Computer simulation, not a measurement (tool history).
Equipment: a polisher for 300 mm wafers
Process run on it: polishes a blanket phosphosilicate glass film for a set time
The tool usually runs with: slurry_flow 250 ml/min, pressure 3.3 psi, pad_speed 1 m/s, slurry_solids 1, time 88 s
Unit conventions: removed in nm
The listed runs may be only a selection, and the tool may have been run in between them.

run,hour,slurry_flow,pressure,pad_speed,slurry_solids,time,"incoming thickness of the incoming film, nm",removed
1,0,250,3.3,1,1,88,4435.6,703.6
# hour 4.9: worn pad replaced by a new one
# hour 43.8: slurry blender recalibrated
2,44.3,250,3.3,1,1,88,4458.5,717.1
# hour 70.9: slurry nozzle cleaned
3,133.6,250,3.3,1,1,88,4391.2,741.7
4,233.2,250,3.6,1,1,88,4456.5,798.8
# hour 274.1: conditioning disc replaced and pad reconditioned
5,280.7,250,3.6,1,1,88,4418,771.4
# hour 345.1: worn pad replaced by a new one
6,359.7,250,3.6,1,1,88,4418.8,789.9
# hour 377.2: slurry blender recalibrated
# hour 426.9: slurry nozzle cleaned
7,431.1,250,3.3,1,1,88,4445.2,755.4
8,505,250,3.3,1,1,88,4324.1,734.7
9,564,250,3.3,1,1,88,4346.3,724.8
# hour 609: conditioning disc replaced and pad reconditioned
# hour 609.8: worn pad replaced by a new one
10,649.8,250,3.3,1,1,88,4472.3,744.9
# hour 707.9: slurry blender recalibrated
11,752.2,185,4.3,1,1.2,88,4482.1,926.8
# hour 784.8: slurry nozzle cleaned
12,858.6,250,2.5,1,0.75,88,4476.2,469
# hour 877.3: conditioning disc replaced and pad reconditioned
# hour 893.8: worn pad replaced by a new one
13,932.8,250,3.6,1,1,88,4383.4,796.1
# hour 957.6: head pressure recalibrated
# hour 1003.1: slurry blender recalibrated
14,1011.2,250,3.3,1,1,88,4401,716.7
# hour 1078: slurry nozzle cleaned
15,1110.3,250,3.3,1,1,118,4388.1,966.4
# hour 1161.2: worn pad replaced by a new one
# hour 1177.1: conditioning disc replaced and pad reconditioned
16,1204.1,250,4.3,0.82,1,88,4423.2,821.2
17,1289.6,250,3.3,1,1,88,4370,714.6
# hour 1330.8: slurry blender recalibrated
18,1332.2,250,3.3,1.2,1.1,65,4398.7,625.7
# hour 1369.3: slurry nozzle cleaned
19,1399.2,320,3.3,1.34,1.2,110,4395.5,1255.4
# hour 1413.4: worn pad replaced by a new one
# hour 1478.3: conditioning disc replaced and pad reconditioned
20,1479.4,300,3.3,1.28,0.85,88,4373.5,805.6

Alternative continuations, all from the tool just after run 20; predict every row:
A,1479.8,250,3.7,1,1,88,4450.5,?
B,1479.8,250,3.3,1,1,116,4450.5,?
C,1479.8,340,3.3,1.18,1.25,88,4450.5,?
D,1479.8,170,3.9,1,0.9,112,4450.5,?
E,1479.8,295,3.3,1,1,88,4450.5,?

run,removed
A,808.5
B,962.3
C,942.6
D,974.1
E,740.6
With the hidden condition removed and each run's random variation left untouched, the same runs would have given:
run,removed
A,842.2
B,1002.3
C,980.2
D,1017.4
E,770.7
